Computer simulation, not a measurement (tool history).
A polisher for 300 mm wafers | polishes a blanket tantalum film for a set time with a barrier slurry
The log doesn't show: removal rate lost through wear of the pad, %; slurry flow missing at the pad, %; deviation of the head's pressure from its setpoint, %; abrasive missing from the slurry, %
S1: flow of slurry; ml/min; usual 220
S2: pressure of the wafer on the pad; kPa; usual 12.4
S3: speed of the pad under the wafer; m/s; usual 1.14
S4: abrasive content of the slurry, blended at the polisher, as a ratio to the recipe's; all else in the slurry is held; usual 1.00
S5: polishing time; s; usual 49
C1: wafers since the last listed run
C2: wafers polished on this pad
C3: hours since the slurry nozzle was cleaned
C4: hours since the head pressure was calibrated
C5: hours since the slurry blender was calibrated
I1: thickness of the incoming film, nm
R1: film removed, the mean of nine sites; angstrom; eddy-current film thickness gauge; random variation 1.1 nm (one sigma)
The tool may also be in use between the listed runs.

run,hour,S1,S2,S3,S4,S5,C1,C2,C3,C4,C5,I1,R1
1,0.0,220,12.4,1.14,1.00,42,0,169,75.1,1029.3,127.2,284.5,591
2,16.1,220,12.4,1.14,1.00,42,157,326,91.2,1045.4,143.3,280.4,604
3,27.0,220,12.4,1.14,1.00,49,106,433,102.1,1056.3,154.2,277.1,708
4,39.9,220,12.4,1.14,1.00,49,125,559,115.0,1069.2,167.1,281.5,680
5,56.8,220,12.4,1.14,1.00,49,164,724,131.9,1086.1,184.0,274.9,674
6,67.8,220,12.4,1.14,1.00,49,107,831,142.9,1097.1,195.0,276.6,694
7,80.3,220,12.4,1.14,1.00,49,122,953,155.4,1109.6,207.5,279.7,661
# hour 86.4: worn pad replaced by a new one, of another model than before
8,97.4,220,12.4,1.14,1.00,62,127,107,172.5,1126.7,224.6,281.9,845
9,115.2,220,12.4,1.14,1.00,49,173,281,190.3,1144.5,242.4,278.3,658
10,130.6,220,12.4,1.14,1.00,49,150,431,205.7,1159.9,257.8,280.6,679
11,144.9,255,12.4,1.14,1.00,49,139,570,220.0,1174.2,272.1,282.0,675
# hour 154.3: slurry blender recalibrated
12,161.7,255,12.4,1.14,1.00,49,144,715,236.8,1191.0,7.4,286.1,734
# hour 170.6: worn pad replaced by a new one
13,175.3,220,15.2,1.14,0.80,49,93,45,250.4,1204.6,21.0,281.4,806
14,192.4,155,12.4,1.14,1.00,49,166,212,267.5,1221.7,38.1,279.9,691
15,210.3,220,9.7,1.52,1.10,41,174,387,285.4,1239.6,56.0,279.6,620
16,225.0,220,12.4,1.14,1.00,49,143,530,300.1,1254.3,70.7,276.0,690
17,235.2,220,12.4,1.14,1.00,49,99,630,310.3,1264.5,80.9,276.9,670
# hour 244.0: slurry nozzle cleaned
18,247.4,220,12.4,1.14,1.00,42,109,739,3.4,1276.7,93.1,284.0,594
# hour 264.7: head pressure recalibrated
# hour 265.2: worn pad replaced by a new one
19,265.7,220,12.4,1.14,0.80,49,153,4,21.7,1.0,111.4,279.0,642
20,272.6,220,15.9,1.48,0.85,41,67,71,28.6,7.9,118.3,277.8,743
21,285.7,180,10.3,1.32,1.15,49,127,199,41.7,21.0,131.4,277.3,679
22,301.6,220,9.0,1.52,1.10,63,155,354,57.6,36.9,147.3,280.3,881
23,312.5,220,12.4,1.14,1.00,49,106,461,68.5,47.8,158.2,285.4,667
24,329.2,220,9.0,1.46,1.00,44,163,624,85.2,64.5,174.9,277.6,577
25,337.8,220,12.4,1.14,1.00,49,83,708,93.8,73.1,183.5,280.4,655
26,345.4,220,9.7,0.84,1.00,49,74,782,101.4,80.7,191.1,279.7,465
# hour 353.5: worn pad replaced by a new one
27,354.8,290,12.4,1.46,1.00,49,52,12,110.8,90.1,200.5,281.0,801
28,371.3,220,12.4,1.14,1.00,49,161,173,127.3,106.6,217.0,283.7,663
29,377.8,255,12.4,1.14,1.25,49,63,236,133.8,113.1,223.5,280.7,721
# hour 388.6: slurry blender recalibrated
30,393.2,220,12.4,1.14,1.00,49,130,367,149.2,128.5,4.6,278.1,746

Forecast each of these 4 alternatives for the next run:
A,393.6,220,12.4,1.14,1.00,49,3,371,149.6,128.9,5.0,283.5,?
B,393.6,290,12.4,1.14,1.00,49,3,371,149.6,128.9,5.0,283.5,?
C,393.6,220,15.2,0.88,1.00,49,3,371,149.6,128.9,5.0,283.5,?
D,393.6,150,15.2,1.52,0.70,49,3,371,149.6,128.9,5.0,283.5,?

run,R1
A,745
B,765
C,738
D,892
Without the tool's hidden state the same runs would have given:
run,R1
A,754
B,775
C,747
D,905
